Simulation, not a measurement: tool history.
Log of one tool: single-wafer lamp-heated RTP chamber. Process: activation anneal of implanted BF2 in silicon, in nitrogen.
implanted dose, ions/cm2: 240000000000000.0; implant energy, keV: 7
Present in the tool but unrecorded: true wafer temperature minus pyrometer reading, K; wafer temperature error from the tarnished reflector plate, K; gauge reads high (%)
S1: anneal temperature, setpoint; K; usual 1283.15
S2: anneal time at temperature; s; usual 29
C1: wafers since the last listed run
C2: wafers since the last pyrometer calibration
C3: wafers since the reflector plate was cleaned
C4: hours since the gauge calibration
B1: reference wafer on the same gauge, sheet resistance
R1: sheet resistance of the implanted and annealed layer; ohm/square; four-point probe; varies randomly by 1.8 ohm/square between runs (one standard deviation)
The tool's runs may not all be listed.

run	day	S1	S2	C1	C2	C3	C4	B1	R1
1	0	1283.15	29	0	1704	665	840.2	567.98	505.55
2	0.883	1283.15	29	164	1868	829	861.4	566.82	502.1
3	4.312	1274.15	29	637	2506	1466	943.7	567.68	510.42
4	5.929	1274.15	29	300	2806	1767	982.5	566.67	506.58
5	7.088	1274.15	29	215	3021	1982	1010.3	566.72	510.11
6	8.15	1283.15	35	197	3219	2179	1035.8	566.74	493.52
7	9.121	1283.15	35	180	3399	2360	1059.1	565.82	490.93
8	10.233	1283.15	41	206	3606	2567	1085.8	566.33	485.25
9	11.388	1269.15	29	214	3820	2781	1113.5	567.2	513.38
10	12.771	1269.15	29	257	4077	3038	1146.7	566.72	512.29
11	13.767	1283.15	29	185	4262	3223	1170.6	567.24	491.19
# day 13.838: gauge calibrated
12	14.312	1263.15	29	101	4364	3325	11.4	567	517.14
13	14.854	1263.15	29	100	4464	3425	24.4	567.07	515.67
14	15.65	1263.15	29	147	4612	3573	43.5	566.85	517.37
15	16.329	1283.15	29	126	4738	3699	59.8	567.45	488.7
16	17.533	1283.15	29	223	4962	3923	88.7	566.84	491.95
# day 18.383: reflector plate cleaned
17	18.771	1268.15	22	168	5130	71	118.4	566.55	524.56
18	20.158	1283.15	29	257	5388	329	151.7	567.09	499.7
19	20.912	1273.15	42	140	5528	469	169.8	566.95	496.04
20	22.396	1259.15	38	275	5804	745	205.4	567.12	514.65
21	23.3	1273.15	45	168	5972	913	227.1	566.65	488.34
# day 23.925: pyrometer window cleaned and pyrometer calibrated
22	24.088	1283.15	29	84	30	997	246	566.51	508.23
23	25.533	1283.15	29	268	298	1266	280.7	567.5	503.7
24	27.004	1283.15	29	273	572	1539	316	566.57	505.97
25	27.929	1283.15	29	171	743	1711	338.2	566.83	503.93
26	28.675	1275.15	13	138	882	1850	356.1	567.47	539.73
27	29.996	1293.15	29	245	1127	2095	387.8	567.74	490.85
28	31.192	1283.15	29	222	1350	2317	416.5	566.64	501.12
29	32.496	1294.15	13	242	1592	2560	447.8	566.04	512.12
30	33.196	1292.15	44	130	1722	2690	464.6	567.44	478.81
31	34.183	1283.15	12	183	1906	2873	488.3	567.17	529.47
32	34.7	1309.15	42	96	2002	2969	500.7	566.03	465.21
33	35.746	1293.15	29	194	2196	3163	525.8	566.72	489.89
34	36.942	1303.15	21	222	2418	3386	554.5	567.52	489.91
35	37.508	1283.15	29	105	2523	3491	568.1	567.48	496.92
36	38.104	1256.15	37	110	2634	3602	582.4	567.2	525.31

Exercise: give the hidden state of the tool at every run:
gauge reads high (%): 0 on each run
H1: true wafer temperature minus pyrometer reading, K
H2: wafer temperature error from the tarnished reflector plate, K
run	H1	H2
1	1.56	1.73
2	1.73	2.02
3	2.54	3.16
4	2.99	3.69
5	3.35	4.07
6	3.7	4.43
7	4.04	4.75
8	4.46	5.12
9	4.91	5.5
10	5.49	5.96
11	5.92	6.29
12	6.17	6.47
13	6.42	6.65
14	6.8	6.91
15	7.14	7.14
16	7.75	7.54
17	8.42	0.15
18	9.19	0.609
19	9.63	0.859
20	10.5	1.35
21	11.1	1.65
22	0.425	1.91
23	0.45	2.39
24	0.516	2.88
25	0.58	3.18
26	0.643	3.43
27	0.781	3.87
28	0.935	4.27
29	1.13	4.7
30	1.25	4.93
31	1.44	5.26
32	1.55	5.43
33	1.77	5.77
34	2.06	6.17
35	2.21	6.36
36	2.37	6.56
